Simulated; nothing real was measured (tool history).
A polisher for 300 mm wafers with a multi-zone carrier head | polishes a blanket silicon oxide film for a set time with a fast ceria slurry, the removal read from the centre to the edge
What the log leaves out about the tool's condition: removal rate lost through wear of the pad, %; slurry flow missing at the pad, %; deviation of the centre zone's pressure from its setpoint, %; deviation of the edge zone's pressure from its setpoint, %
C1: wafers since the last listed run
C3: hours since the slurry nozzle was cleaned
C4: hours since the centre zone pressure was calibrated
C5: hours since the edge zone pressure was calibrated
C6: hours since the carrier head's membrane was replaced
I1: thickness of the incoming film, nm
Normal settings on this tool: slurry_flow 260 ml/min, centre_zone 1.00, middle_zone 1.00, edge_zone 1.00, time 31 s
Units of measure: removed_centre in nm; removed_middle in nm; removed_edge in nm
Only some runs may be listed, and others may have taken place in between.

{"run": 1, "hour": 0.0, "slurry_flow": 205, "centre_zone": 1.0, "middle_zone": 1.0, "edge_zone": 1.0, "time": 31, "C1": 0, "wafers polished on this pad": 5019, "C3": 486.5, "C4": 46.4, "C5": 349.3, "C6": 733.8, "I1": 1509.7, "removed_centre": 448.9, "removed_middle": 443.8, "removed_edge": 457.2}
{"run": 2, "hour": 39.7, "slurry_flow": 205, "centre_zone": 1.0, "middle_zone": 1.0, "edge_zone": 1.0, "time": 31, "C1": 501, "wafers polished on this pad": 5521, "C3": 526.2, "C4": 86.1, "C5": 389.0, "C6": 773.5, "I1": 1503.7, "removed_centre": 450.1, "removed_middle": 449.2, "removed_edge": 447.3}
{"run": 3, "hour": 109.9, "slurry_flow": 260, "centre_zone": 1.0, "middle_zone": 1.0, "edge_zone": 1.0, "time": 31, "C1": 886, "wafers polished on this pad": 6407, "C3": 596.4, "C4": 156.3, "C5": 459.2, "C6": 843.7, "I1": 1494.3, "removed_centre": 471.5, "removed_middle": 455.6, "removed_edge": 464.3}
{"run": 4, "hour": 166.7, "slurry_flow": 260, "centre_zone": 1.0, "middle_zone": 0.92, "edge_zone": 1.0, "time": 31, "C1": 717, "wafers polished on this pad": 7124, "C3": 653.2, "C4": 213.1, "C5": 516.0, "C6": 900.5, "I1": 1491.5, "removed_centre": 462.2, "removed_middle": 424.4, "removed_edge": 455.9}
{"run": 5, "hour": 221.5, "slurry_flow": 260, "centre_zone": 1.0, "middle_zone": 1.0, "edge_zone": 1.0, "time": 31, "C1": 691, "wafers polished on this pad": 7816, "C3": 708.0, "C4": 267.9, "C5": 570.8, "C6": 955.3, "I1": 1505.5, "removed_centre": 451.7, "removed_middle": 449.1, "removed_edge": 448.5}
{"hour": 278.2, "done": "slurry nozzle cleaned"}
{"hour": 280.9, "done": "worn pad replaced by a new one"}
{"hour": 299.4, "done": "edge zone pressure recalibrated"}
{"run": 6, "hour": 327.4, "slurry_flow": 260, "centre_zone": 1.0, "middle_zone": 1.0, "edge_zone": 1.0, "time": 31, "C1": 1264, "wafers polished on this pad": 561, "C3": 49.2, "C4": 373.8, "C5": 28.0, "C6": 1061.2, "I1": 1485.9, "removed_centre": 485.6, "removed_middle": 475.6, "removed_edge": 459.1}
{"run": 7, "hour": 371.8, "slurry_flow": 260, "centre_zone": 1.0, "middle_zone": 1.0, "edge_zone": 0.9, "time": 31, "C1": 560, "wafers polished on this pad": 1122, "C3": 93.6, "C4": 418.2, "C5": 72.4, "C6": 1105.6, "I1": 1495.5, "removed_centre": 489.1, "removed_middle": 479.9, "removed_edge": 459.8}
{"hour": 468.1, "done": "carrier head's membrane replaced by a new one"}
{"run": 8, "hour": 472.3, "slurry_flow": 260, "centre_zone": 0.91, "middle_zone": 0.96, "edge_zone": 1.0, "time": 31, "C1": 1205, "wafers polished on this pad": 2327, "C3": 194.1, "C4": 518.7, "C5": 172.9, "C6": 4.2, "I1": 1516.5, "removed_centre": 442.5, "removed_middle": 454.7, "removed_edge": 466.6}
{"run": 9, "hour": 536.3, "slurry_flow": 260, "centre_zone": 0.95, "middle_zone": 0.89, "edge_zone": 1.12, "time": 24, "C1": 808, "wafers polished on this pad": 3135, "C3": 258.1, "C4": 582.7, "C5": 236.9, "C6": 68.2, "I1": 1505.1, "removed_centre": 359.3, "removed_middle": 330.8, "removed_edge": 372.4}
{"run": 10, "hour": 590.4, "slurry_flow": 260, "centre_zone": 1.0, "middle_zone": 1.0, "edge_zone": 1.0, "time": 31, "C1": 683, "wafers polished on this pad": 3818, "C3": 312.2, "C4": 636.8, "C5": 291.0, "C6": 122.3, "I1": 1486.2, "removed_centre": 493.3, "removed_middle": 470.0, "removed_edge": 465.2}
{"run": 11, "hour": 687.0, "slurry_flow": 260, "centre_zone": 1.0, "middle_zone": 1.0, "edge_zone": 1.0, "time": 31, "C1": 1219, "wafers polished on this pad": 5038, "C3": 408.8, "C4": 733.4, "C5": 387.6, "C6": 218.9, "I1": 1531.3, "removed_centre": 494.0, "removed_middle": 461.9, "removed_edge": 464.8}
{"run": 12, "hour": 765.5, "slurry_flow": 260, "centre_zone": 1.0, "middle_zone": 0.96, "edge_zone": 1.0, "time": 24, "C1": 991, "wafers polished on this pad": 6029, "C3": 487.3, "C4": 811.9, "C5": 466.1, "C6": 297.4, "I1": 1503.5, "removed_centre": 379.3, "removed_middle": 343.7, "removed_edge": 359.7}
{"run": 13, "hour": 856.0, "slurry_flow": 260, "centre_zone": 1.03, "middle_zone": 1.0, "edge_zone": 1.0, "time": 31, "C1": 1142, "wafers polished on this pad": 7172, "C3": 577.8, "C4": 902.4, "C5": 556.6, "C6": 387.9, "I1": 1513.7, "removed_centre": 492.8, "removed_middle": 451.7, "removed_edge": 457.7}
{"hour": 901.8, "done": "slurry nozzle cleaned"}
{"hour": 903.8, "done": "edge zone pressure recalibrated"}
{"hour": 998.1, "done": "worn pad replaced by a new one"}
{"run": 14, "hour": 1044.5, "slurry_flow": 260, "centre_zone": 0.94, "middle_zone": 1.09, "edge_zone": 0.94, "time": 31, "C1": 2291, "wafers polished on this pad": 586, "C3": 142.7, "C4": 1090.9, "C5": 140.7, "C6": 576.4, "I1": 1511.6, "removed_centre": 474.1, "removed_middle": 517.2, "removed_edge": 458.0}
{"run": 15, "hour": 1090.6, "slurry_flow": 260, "centre_zone": 1.12, "middle_zone": 1.0, "edge_zone": 1.0, "time": 31, "C1": 582, "wafers polished on this pad": 1168, "C3": 188.8, "C4": 1137.0, "C5": 186.8, "C6": 622.5, "I1": 1489.2, "removed_centre": 571.8, "removed_middle": 472.3, "removed_edge": 469.2}
{"hour": 1098.8, "done": "centre zone pressure recalibrated"}
{"run": 16, "hour": 1163.0, "slurry_flow": 260, "centre_zone": 1.0, "middle_zone": 1.0, "edge_zone": 1.0, "time": 31, "C1": 888, "wafers polished on this pad": 2056, "C3": 261.2, "C4": 64.2, "C5": 259.2, "C6": 694.9, "I1": 1528.7, "removed_centre": 485.9, "removed_middle": 469.8, "removed_edge": 464.2}
{"run": 17, "hour": 1233.1, "slurry_flow": 260, "centre_zone": 1.0, "middle_zone": 0.91, "edge_zone": 1.04, "time": 31, "C1": 885, "wafers polished on this pad": 2942, "C3": 331.3, "C4": 134.3, "C5": 329.3, "C6": 765.0, "I1": 1499.1, "removed_centre": 478.9, "removed_middle": 438.0, "removed_edge": 469.7}
{"run": 18, "hour": 1333.3, "slurry_flow": 180, "centre_zone": 1.0, "middle_zone": 0.9, "edge_zone": 1.0, "time": 31, "C1": 1265, "wafers polished on this pad": 4207, "C3": 431.5, "C4": 234.5, "C5": 429.5, "C6": 865.2, "I1": 1495.3, "removed_centre": 435.3, "removed_middle": 400.7, "removed_edge": 440.5}
{"run": 19, "hour": 1401.9, "slurry_flow": 260, "centre_zone": 1.07, "middle_zone": 1.0, "edge_zone": 1.0, "time": 31, "C1": 866, "wafers polished on this pad": 5073, "C3": 500.1, "C4": 303.1, "C5": 498.1, "C6": 933.8, "I1": 1493.2, "removed_centre": 493.7, "removed_middle": 461.2, "removed_edge": 467.6}
{"hour": 1507.5, "done": "edge zone pressure recalibrated"}
{"hour": 1595.1, "done": "slurry nozzle cleaned"}
{"hour": 1676.0, "done": "worn pad replaced by a new one"}
{"hour": 1688.8, "done": "carrier head's membrane replaced by a new one"}
{"run": 20, "hour": 1717.7, "slurry_flow": 300, "centre_zone": 1.08, "middle_zone": 1.0, "edge_zone": 0.92, "time": 34, "C1": 3835, "wafers polished on this pad": 463, "C3": 122.6, "C4": 618.9, "C5": 210.2, "C6": 28.9, "I1": 1526.1, "removed_centre": 588.1, "removed_middle": 524.0, "removed_edge": 503.0}
{"run": 21, "hour": 1790.9, "slurry_flow": 260, "centre_zone": 1.0, "middle_zone": 0.96, "edge_zone": 1.0, "time": 23, "C1": 924, "wafers polished on this pad": 1387, "C3": 195.8, "C4": 692.1, "C5": 283.4, "C6": 102.1, "I1": 1499.5, "removed_centre": 366.9, "removed_middle": 333.7, "removed_edge": 347.2}
{"run": 22, "hour": 1862.7, "slurry_flow": 260, "centre_zone": 0.9, "middle_zone": 1.09, "edge_zone": 1.11, "time": 24, "C1": 906, "wafers polished on this pad": 2294, "C3": 267.6, "C4": 763.9, "C5": 355.2, "C6": 173.9, "I1": 1493.4, "removed_centre": 343.1, "removed_middle": 382.6, "removed_edge": 376.1}
{"run": 23, "hour": 1912.1, "slurry_flow": 260, "centre_zone": 1.0, "middle_zone": 1.0, "edge_zone": 1.0, "time": 36, "C1": 623, "wafers polished on this pad": 2918, "C3": 317.0, "C4": 813.3, "C5": 404.6, "C6": 223.3, "I1": 1502.3, "removed_centre": 573.9, "removed_middle": 553.5, "removed_edge": 535.1}

Predict each of these 3 candidate next runs independently; none follows another, all start after run 23:
{"run": "A", "hour": 1912.5, "slurry_flow": 260, "centre_zone": 1.0, "middle_zone": 1.0, "edge_zone": 1.0, "time": 31, "C1": 5, "wafers polished on this pad": 2923, "C3": 317.4, "C4": 813.7, "C5": 405.0, "C6": 223.7, "I1": 1514.5, "removed_centre": "?", "removed_middle": "?", "removed_edge": "?"}
{"run": "B", "hour": 1912.5, "slurry_flow": 260, "centre_zone": 1.0, "middle_zone": 1.05, "edge_zone": 1.12, "time": 31, "C1": 5, "wafers polished on this pad": 2923, "C3": 317.4, "C4": 813.7, "C5": 405.0, "C6": 223.7, "I1": 1514.5, "removed_centre": "?", "removed_middle": "?", "removed_edge": "?"}
{"run": "C", "hour": 1912.5, "slurry_flow": 260, "centre_zone": 1.0, "middle_zone": 1.07, "edge_zone": 1.0, "time": 31, "C1": 5, "wafers polished on this pad": 2923, "C3": 317.4, "C4": 813.7, "C5": 405.0, "C6": 223.7, "I1": 1514.5, "removed_centre": "?", "removed_middle": "?", "removed_edge": "?"}

run=A removed_centre=476.9 removed_middle=471.4 removed_edge=458.8
run=B removed_centre=477.1 removed_middle=491.2 removed_edge=484.1
run=C removed_centre=477.1 removed_middle=499.2 removed_edge=458.4
Stripped of hidden state, with their random variation kept, the same runs would have yielded:
run=A removed_centre=472.9 removed_middle=479.0 removed_edge=464.3
run=B removed_centre=473.1 removed_middle=499.2 removed_edge=489.9
run=C removed_centre=473.2 removed_middle=507.3 removed_edge=463.9
